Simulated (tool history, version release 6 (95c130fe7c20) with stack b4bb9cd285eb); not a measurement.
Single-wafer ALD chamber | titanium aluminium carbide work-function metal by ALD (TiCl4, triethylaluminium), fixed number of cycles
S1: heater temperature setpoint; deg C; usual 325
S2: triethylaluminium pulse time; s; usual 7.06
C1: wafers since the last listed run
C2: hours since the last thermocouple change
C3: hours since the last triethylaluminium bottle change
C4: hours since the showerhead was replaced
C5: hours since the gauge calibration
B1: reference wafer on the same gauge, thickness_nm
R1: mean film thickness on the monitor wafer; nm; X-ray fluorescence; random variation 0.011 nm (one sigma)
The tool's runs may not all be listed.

| run | day | S1 | S2 | C1 | C2 | C3 | C4 | C5 | B1 | R1 |
|---|---|---|---|---|---|---|---|---|---|---|
| 1 | 0.000 | 335 | 7.06 | 0 | 2363.5 | 355.1 | 3417.8 | 659.5 | 2.733 | 2.503 |
| 2 | 3.896 | 317 | 6.36 | 1096 | 2457.0 | 448.6 | 3511.3 | 753.0 | 2.726 | 2.319 |
| 3 | 6.667 | 317 | 6.36 | 779 | 2523.5 | 515.1 | 3577.8 | 819.5 | 2.727 | 2.311 |
| 4 | 11.008 | 317 | 6.36 | 1222 | 2627.7 | 619.3 | 3682.0 | 923.7 | 2.730 | 2.294 |
| 5 | 13.233 | 325 | 7.06 | 626 | 2681.1 | 672.7 | 3735.4 | 977.1 | 2.725 | 2.416 |
| 6 | 15.229 | 325 | 7.06 | 561 | 2729.0 | 720.6 | 3783.3 | 1025.0 | 2.731 | 2.413 |
| 7 | 19.125 | 325 | 7.06 | 1096 | 2822.5 | 814.1 | 3876.8 | 1118.5 | 2.733 | 2.441 |
|  | 20.588 | gauge calibrated |
|  | 21.258 | triethylaluminium bottle replaced |
| 8 | 23.100 | 325 | 7.06 | 1025 | 2917.9 | 44.2 | 3972.2 | 60.3 | 2.725 | 2.415 |
| 9 | 25.838 | 319 | 8.16 | 770 | 2983.6 | 109.9 | 4037.9 | 126.0 | 2.729 | 2.418 |
|  | 27.608 | thermocouple changed; heater temperature recalibrated |
| 10 | 27.750 | 316 | 7.89 | 444 | 3.4 | 155.8 | 4083.8 | 171.9 | 2.727 | 2.413 |
|  | 29.033 | showerhead replaced |
| 11 | 31.571 | 330 | 8.06 | 981 | 95.1 | 247.5 | 60.9 | 263.6 | 2.728 | 2.539 |
| 12 | 35.329 | 331 | 5.74 | 1057 | 185.3 | 337.7 | 151.1 | 353.8 | 2.730 | 2.379 |
| 13 | 38.525 | 335 | 5.93 | 899 | 262.0 | 414.4 | 227.8 | 430.5 | 2.731 | 2.415 |
| 14 | 42.750 | 312 | 9.36 | 1189 | 363.4 | 515.8 | 329.2 | 531.9 | 2.725 | 2.430 |

Forecast each of these 4 alternatives for the next run:
| A | 42.767 | 325 | 7.06 | 4 | 363.8 | 516.2 | 329.6 | 532.3 | ? | ? |
| B | 42.767 | 338 | 7.06 | 4 | 363.8 | 516.2 | 329.6 | 532.3 | ? | ? |
| C | 42.767 | 339 | 6.10 | 4 | 363.8 | 516.2 | 329.6 | 532.3 | ? | ? |
| D | 42.767 | 316 | 8.81 | 4 | 363.8 | 516.2 | 329.6 | 532.3 | ? | ? |

| run | B1 | R1 |
|---|---|---|
| A | 2.731 | 2.419 |
| B | 2.731 | 2.529 |
| C | 2.731 | 2.464 |
| D | 2.731 | 2.429 |
Without the tool's hidden state the same runs would have given:
| run | R1 |
|---|---|
| A | 2.419 |
| B | 2.529 |
| C | 2.464 |
| D | 2.429 |
